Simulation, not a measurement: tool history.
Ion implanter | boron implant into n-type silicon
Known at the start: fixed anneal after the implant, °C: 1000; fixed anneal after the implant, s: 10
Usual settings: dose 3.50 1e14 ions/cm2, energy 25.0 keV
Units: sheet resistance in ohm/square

| run | day | dose | energy | wafers since the last listed run | hours since the last dose calibration | hours since the extraction supply was calibrated | hours since the gauge calibration | read-back reference wafer on the same gauge, sheet resistance | sheet resistance |
|---|---|---|---|---|---|---|---|---|---|
| 1 | 0.000 | 3.50 | 27.0 | 0 | 253.0 | 5043.8 | 747.9 | 278.27 | 272.63 |
|  | 0.688 | gauge calibrated |
| 2 | 6.129 | 3.50 | 25.0 | 1707 | 400.1 | 5190.9 | 130.6 | 277.55 | 274.42 |
| 3 | 7.400 | 3.50 | 23.0 | 353 | 430.6 | 5221.4 | 161.1 | 278.33 | 275.63 |
| 4 | 9.946 | 3.50 | 23.0 | 709 | 491.7 | 5282.5 | 222.2 | 278.02 | 272.89 |
| 5 | 12.617 | 3.50 | 23.0 | 743 | 555.8 | 5346.6 | 286.3 | 278.10 | 274.72 |
| 6 | 14.133 | 3.50 | 25.0 | 422 | 592.2 | 5383.0 | 322.7 | 278.16 | 273.47 |
| 7 | 16.862 | 3.50 | 30.5 | 760 | 657.7 | 5448.5 | 388.2 | 278.28 | 269.00 |
|  | 17.292 | extraction supply calibrated |
|  | 18.150 | Faraday cup replaced and dose calibrated |
| 8 | 18.867 | 3.08 | 25.0 | 372 | 17.2 | 37.8 | 436.3 | 278.29 | 322.15 |
| 9 | 19.996 | 3.08 | 25.0 | 314 | 44.3 | 64.9 | 463.4 | 278.21 | 322.66 |
| 10 | 21.562 | 4.10 | 25.0 | 436 | 81.9 | 102.5 | 501.0 | 278.33 | 258.04 |
| 11 | 23.308 | 3.50 | 25.0 | 486 | 123.8 | 144.4 | 542.9 | 278.14 | 291.72 |
|  | 24.196 | Faraday cup replaced and dose calibrated, repeated, since the last time left the tool worse |
| 12 | 24.400 | 4.06 | 18.5 | 211 | 4.9 | 170.6 | 569.1 | 278.10 | 256.98 |
| 13 | 31.383 | 4.48 | 29.5 | 1945 | 172.5 | 338.2 | 736.7 | 278.17 | 224.21 |
| 14 | 33.488 | 3.50 | 25.0 | 586 | 223.0 | 388.7 | 787.2 | 277.93 | 274.61 |
|  | 34.629 | gauge calibrated |
| 15 | 35.400 | 3.92 | 16.5 | 532 | 268.9 | 434.6 | 18.5 | 277.90 | 259.68 |
| 16 | 37.271 | 2.77 | 25.0 | 521 | 313.8 | 479.5 | 63.4 | 277.97 | 328.86 |
| 17 | 39.812 | 3.50 | 25.0 | 707 | 374.8 | 540.5 | 124.4 | 277.68 | 273.81 |
| 18 | 41.633 | 3.50 | 25.0 | 507 | 418.5 | 584.2 | 168.1 | 277.83 | 274.07 |
| 19 | 44.700 | 3.50 | 32.5 | 854 | 492.1 | 657.8 | 241.7 | 278.14 | 266.24 |
| 20 | 45.946 | 4.00 | 20.5 | 346 | 522.0 | 687.7 | 271.6 | 278.26 | 248.69 |

Forecast each of these 5 alternatives for the next run:
| A | 45.962 | 2.62 | 25.0 | 4 | 522.4 | 688.1 | 272.0 | ? | ? |
| B | 45.962 | 3.50 | 28.0 | 4 | 522.4 | 688.1 | 272.0 | ? | ? |
| C | 45.962 | 3.50 | 33.0 | 4 | 522.4 | 688.1 | 272.0 | ? | ? |
| D | 45.962 | 3.50 | 18.5 | 4 | 522.4 | 688.1 | 272.0 | ? | ? |
| E | 45.962 | 3.50 | 27.5 | 4 | 522.4 | 688.1 | 272.0 | ? | ? |

| run | read-back reference wafer on the same gauge, sheet resistance | sheet resistance |
|---|---|---|
| A | 277.70 | 343.78 |
| B | 277.70 | 271.64 |
| C | 277.70 | 267.57 |
| D | 277.70 | 281.82 |
| E | 277.70 | 272.09 |
Without the tool's hidden state the same runs would have given:
| run | sheet resistance |
|---|---|
| A | 352.08 |
| B | 278.24 |
| C | 274.04 |
| D | 288.77 |
| E | 278.69 |
